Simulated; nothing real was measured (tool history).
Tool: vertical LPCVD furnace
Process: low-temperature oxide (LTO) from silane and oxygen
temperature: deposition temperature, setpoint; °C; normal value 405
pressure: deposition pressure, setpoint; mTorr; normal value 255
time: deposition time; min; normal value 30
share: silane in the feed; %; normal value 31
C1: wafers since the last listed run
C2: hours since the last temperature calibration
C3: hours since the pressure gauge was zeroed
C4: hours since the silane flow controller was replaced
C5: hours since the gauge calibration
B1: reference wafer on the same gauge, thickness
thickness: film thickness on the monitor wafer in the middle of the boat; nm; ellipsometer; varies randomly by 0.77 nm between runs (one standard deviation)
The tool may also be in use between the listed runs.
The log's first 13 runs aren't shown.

run 14 hour=416.6 | temperature=405 pressure=305 time=30 share=36 | C1=521 C2=2414.6 C3=3837.4 C4=5718 C5=302.9 | B1=236.95 | thickness=374.22
-- hour=448 pressure gauge zeroed
-- hour=472.1 thermocouples replaced and temperature profile calibrated
run 15 hour=472.6 | temperature=409 pressure=290 time=30 share=34 | C1=162 C2=0.5 C3=24.6 C4=5774 C5=358.9 | B1=237.06 | thickness=338.02
run 16 hour=476.7 | temperature=399 pressure=255 time=30 share=34 | C1=83 C2=4.6 C3=28.7 C4=5778.1 C5=363 | B1=237.21 | thickness=265.69
run 17 hour=480.8 | temperature=405 pressure=255 time=30 share=31 | C1=83 C2=8.7 C3=32.8 C4=5782.2 C5=367.1 | B1=237.06 | thickness=250.41
run 18 hour=505.8 | temperature=410 pressure=210 time=30 share=29 | C1=509 C2=33.7 C3=57.8 C4=5807.2 C5=392.1 | B1=237.05 | thickness=197.63
-- hour=536.6 silane flow controller replaced
run 19 hour=537.1 | temperature=405 pressure=255 time=38 share=31 | C1=148 C2=65 C3=89.1 C4=0.5 C5=423.4 | B1=237.16 | thickness=317.46
run 20 hour=620.8 | temperature=394 pressure=220 time=26 share=28 | C1=1704 C2=148.7 C3=172.8 C4=84.2 C5=507.1 | B1=237.21 | thickness=140.79
run 21 hour=655.7 | temperature=405 pressure=255 time=41 share=31 | C1=710 C2=183.6 C3=207.7 C4=119.1 C5=542 | B1=237.17 | thickness=342.04
run 22 hour=676.7 | temperature=398 pressure=255 time=30 share=31 | C1=427 C2=204.6 C3=228.7 C4=140.1 C5=563 | B1=236.97 | thickness=230.47
run 23 hour=704.1 | temperature=399 pressure=205 time=18.5 share=26 | C1=558 C2=232 C3=256.1 C4=167.5 C5=590.4 | B1=237.01 | thickness=89.01
run 24 hour=734.1 | temperature=405 pressure=255 time=24.5 share=33 | C1=610 C2=262 C3=286.1 C4=197.5 C5=620.4 | B1=236.77 | thickness=223.09
run 25 hour=778 | temperature=400 pressure=225 time=38 share=36 | C1=894 C2=305.9 C3=330 C4=241.4 C5=664.3 | B1=236.92 | thickness=324.1
run 26 hour=813.2 | temperature=415 pressure=255 time=26.5 share=36 | C1=716 C2=341.1 C3=365.2 C4=276.6 C5=699.5 | B1=237.06 | thickness=302.71
run 27 hour=848.3 | temperature=409 pressure=255 time=35.5 share=31 | C1=714 C2=376.2 C3=400.3 C4=311.7 C5=734.6 | B1=236.83 | thickness=311.55
run 28 hour=863.1 | temperature=405 pressure=290 time=30 share=31 | C1=301 C2=391 C3=415.1 C4=326.5 C5=749.4 | B1=237.07 | thickness=284.44
run 29 hour=896.6 | temperature=405 pressure=255 time=30 share=31 | C1=682 C2=424.5 C3=448.6 C4=360 C5=782.9 | B1=236.91 | thickness=250.5
run 30 hour=922.6 | temperature=408 pressure=285 time=41 share=31 | C1=529 C2=450.5 C3=474.6 C4=386 C5=808.9 | B1=237.01 | thickness=396.13
run 31 hour=956.6 | temperature=405 pressure=315 time=36.5 share=31 | C1=692 C2=484.5 C3=508.6 C4=420 C5=842.9 | B1=237.18 | thickness=375.99

Below are 4 alternative next runs, each starting from the tool's condition after run 31. Predict each:
run A hour=960.8 | temperature=405 pressure=285 time=30 share=31 | C1=85 C2=488.7 C3=512.8 C4=424.2 C5=847.1 | B1=? | thickness=?
run B hour=960.8 | temperature=405 pressure=275 time=26.5 share=33 | C1=85 C2=488.7 C3=512.8 C4=424.2 C5=847.1 | B1=? | thickness=?
run C hour=960.8 | temperature=405 pressure=255 time=40 share=28 | C1=85 C2=488.7 C3=512.8 C4=424.2 C5=847.1 | B1=? | thickness=?
run D hour=960.8 | temperature=413 pressure=300 time=23.5 share=34 | C1=85 C2=488.7 C3=512.8 C4=424.2 C5=847.1 | B1=? | thickness=?

run=A B1=236.88 thickness=279.89
run=B B1=236.88 thickness=260.37
run=C B1=236.88 thickness=287.77
run=D B1=236.88 thickness=286.78
With the hidden condition removed and each run's random variation left untouched, the same runs would have given:
run=A thickness=279.19
run=B thickness=259.72
run=C thickness=287.03
run=D thickness=286.1

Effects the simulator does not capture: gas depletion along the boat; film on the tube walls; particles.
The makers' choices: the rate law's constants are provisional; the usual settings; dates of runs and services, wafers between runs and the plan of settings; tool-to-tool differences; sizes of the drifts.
